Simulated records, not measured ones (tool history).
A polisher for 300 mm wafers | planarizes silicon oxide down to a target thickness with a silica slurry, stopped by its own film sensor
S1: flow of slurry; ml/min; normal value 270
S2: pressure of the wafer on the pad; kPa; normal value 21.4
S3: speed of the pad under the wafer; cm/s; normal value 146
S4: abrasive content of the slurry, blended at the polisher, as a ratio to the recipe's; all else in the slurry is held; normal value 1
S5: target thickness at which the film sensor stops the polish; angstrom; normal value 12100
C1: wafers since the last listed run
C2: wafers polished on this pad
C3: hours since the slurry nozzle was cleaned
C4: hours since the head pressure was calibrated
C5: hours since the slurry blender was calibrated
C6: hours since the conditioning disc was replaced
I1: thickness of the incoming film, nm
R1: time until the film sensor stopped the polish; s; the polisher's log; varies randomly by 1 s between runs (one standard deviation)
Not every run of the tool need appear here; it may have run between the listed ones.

run 1 day=0 | S1=270 S2=21.4 S3=146 S4=1 S5=11650 | C1=0 C2=2210 C3=157.7 C4=380.2 C5=210.3 C6=145.3 | I1=1375.1 | R1=85.5
-- day=2.533 worn pad replaced by a new one
run 2 day=2.8 | S1=270 S2=21.4 S3=146 S4=1 S5=11650 | C1=552 C2=55 C3=224.9 C4=447.4 C5=277.5 C6=212.5 | I1=1393.9 | R1=95
run 3 day=4.204 | S1=270 S2=21.4 S3=146 S4=1 S5=11650 | C1=294 C2=350 C3=258.6 C4=481.1 C5=311.2 C6=246.2 | I1=1379.7 | R1=91.9
-- day=4.746 slurry blender recalibrated
-- day=5.412 slurry nozzle cleaned
-- day=6.746 conditioning disc replaced and pad reconditioned
-- day=7.771 head pressure recalibrated
run 4 day=12 | S1=270 S2=21.4 S3=146 S4=1 S5=12390 | C1=1574 C2=1924 C3=158.1 C4=101.5 C5=174.1 C6=126.1 | I1=1391.8 | R1=57.4
run 5 day=13.85 | S1=270 S2=21.4 S3=146 S4=1 S5=12100 | C1=388 C2=2312 C3=202.5 C4=145.9 C5=218.5 C6=170.5 | I1=1407.8 | R1=74.9
run 6 day=15.125 | S1=270 S2=21.4 S3=146 S4=1 S5=12100 | C1=267 C2=2580 C3=233.1 C4=176.5 C5=249.1 C6=201.1 | I1=1373.7 | R1=64.6
-- day=15.45 slurry blender recalibrated
-- day=15.658 worn pad replaced by a new one
run 7 day=16.562 | S1=270 S2=21.4 S3=146 S4=1 S5=12100 | C1=249 C2=189 C3=267.6 C4=211 C5=26.7 C6=235.6 | I1=1392.7 | R1=64.4
-- day=18.421 conditioning disc replaced and pad reconditioned
run 8 day=19.129 | S1=270 S2=21.4 S3=146 S4=1 S5=12100 | C1=521 C2=710 C3=329.2 C4=272.6 C5=88.3 C6=17 | I1=1423.4 | R1=77.4
-- day=19.392 slurry nozzle cleaned
run 9 day=20.988 | S1=270 S2=21.4 S3=146 S4=1 S5=12100 | C1=381 C2=1091 C3=38.3 C4=317.2 C5=132.9 C6=61.6 | I1=1401 | R1=75
run 10 day=22.788 | S1=270 S2=21.4 S3=146 S4=1 S5=12320 | C1=377 C2=1469 C3=81.5 C4=360.4 C5=176.1 C6=104.8 | I1=1385.4 | R1=58.7
run 11 day=25.229 | S1=270 S2=21.4 S3=146 S4=1 S5=12100 | C1=512 C2=1981 C3=140.1 C4=419 C5=234.7 C6=163.4 | I1=1401.4 | R1=75.6
run 12 day=26.325 | S1=270 S2=21.4 S3=146 S4=1 S5=12100 | C1=229 C2=2211 C3=166.4 C4=445.3 C5=261 C6=189.7 | I1=1400.9 | R1=77.9
run 13 day=27.588 | S1=210 S2=21.4 S3=126 S4=1 S5=12600 | C1=264 C2=2476 C3=196.7 C4=475.6 C5=291.3 C6=220 | I1=1396.1 | R1=64.4
-- day=28.371 slurry blender recalibrated
-- day=28.421 head pressure recalibrated
run 14 day=28.683 | S1=300 S2=23.4 S3=146 S4=1.25 S5=12100 | C1=202 C2=2678 C3=223 C4=6.3 C5=7.5 C6=246.3 | I1=1406.8 | R1=52.3
-- day=29.096 worn pad replaced by a new one
-- day=30.329 slurry nozzle cleaned
-- day=30.833 conditioning disc replaced and pad reconditioned
run 15 day=30.854 | S1=270 S2=24.8 S3=146 S4=1 S5=12290 | C1=394 C2=342 C3=12.6 C4=58.4 C5=59.6 C6=0.5 | I1=1396.9 | R1=50.9
run 16 day=33.733 | S1=365 S2=19.3 S3=164 S4=1.25 S5=12100 | C1=604 C2=946 C3=81.7 C4=127.5 C5=128.7 C6=69.6 | I1=1416 | R1=68.6
run 17 day=36.654 | S1=270 S2=19.3 S3=184 S4=1 S5=12100 | C1=612 C2=1559 C3=151.8 C4=197.6 C5=198.8 C6=139.7 | I1=1405.8 | R1=68.8
run 18 day=38.917 | S1=270 S2=21.4 S3=146 S4=1 S5=12100 | C1=474 C2=2034 C3=206.1 C4=251.9 C5=253.1 C6=194 | I1=1377.8 | R1=66.7
-- day=39.267 slurry blender recalibrated
-- day=40.438 worn pad replaced by a new one
run 19 day=41.771 | S1=305 S2=21.4 S3=146 S4=0.9 S5=12100 | C1=546 C2=279 C3=274.6 C4=320.4 C5=60.1 C6=262.5 | I1=1409.6 | R1=82.2
-- day=42.146 conditioning disc replaced and pad reconditioned
run 20 day=43.254 | S1=325 S2=24.8 S3=174 S4=1 S5=12720 | C1=293 C2=573 C3=310.2 C4=356 C5=95.7 C6=26.6 | I1=1397.9 | R1=37.8
-- day=44.175 slurry nozzle cleaned
run 21 day=45.729 | S1=330 S2=21.4 S3=146 S4=1.25 S5=12100 | C1=510 C2=1084 C3=37.3 C4=415.4 C5=155.1 C6=86 | I1=1407.2 | R1=69.7
-- day=46.692 head pressure recalibrated
run 22 day=47.838 | S1=270 S2=21.4 S3=146 S4=0.75 S5=11590 | C1=424 C2=1508 C3=87.9 C4=27.5 C5=205.7 C6=136.6 | I1=1379.6 | R1=102.8
-- day=51.1 worn pad replaced by a new one
-- day=51.671 slurry blender recalibrated
run 23 day=54.412 | S1=195 S2=21.4 S3=124 S4=0.75 S5=12100 | C1=1327 C2=677 C3=245.7 C4=185.3 C5=65.8 C6=294.4 | I1=1401.7 | R1=96.7
-- day=54.842 slurry nozzle cleaned
-- day=55.35 conditioning disc replaced and pad reconditioned
run 24 day=55.558 | S1=270 S2=28.3 S3=112 S4=0.8 S5=11670 | C1=214 C2=891 C3=17.2 C4=212.8 C5=93.3 C6=5 | I1=1406.9 | R1=91.1

What if the next run were any one of these 4? Each begins from the tool's condition after run 24:
run A day=55.575 | S1=305 S2=21.4 S3=146 S4=1 S5=12100 | C1=3 C2=895 C3=17.6 C4=213.2 C5=93.7 C6=5.4 | I1=1392.5 | R1=?
run B day=55.575 | S1=270 S2=24.8 S3=192 S4=1 S5=12100 | C1=3 C2=895 C3=17.6 C4=213.2 C5=93.7 C6=5.4 | I1=1392.5 | R1=?
run C day=55.575 | S1=270 S2=13.8 S3=160 S4=1 S5=12100 | C1=3 C2=895 C3=17.6 C4=213.2 C5=93.7 C6=5.4 | I1=1392.5 | R1=?
run D day=55.575 | S1=240 S2=28.3 S3=146 S4=1.3 S5=12100 | C1=3 C2=895 C3=17.6 C4=213.2 C5=93.7 C6=5.4 | I1=1392.5 | R1=?

run=A R1=65.1
run=B R1=47.2
run=C R1=96.1
run=D R1=43.5
Without the tool's hidden state the same runs would have given:
run=A R1=58.7
run=B R1=42.5
run=C R1=86.5
run=D R1=39.8
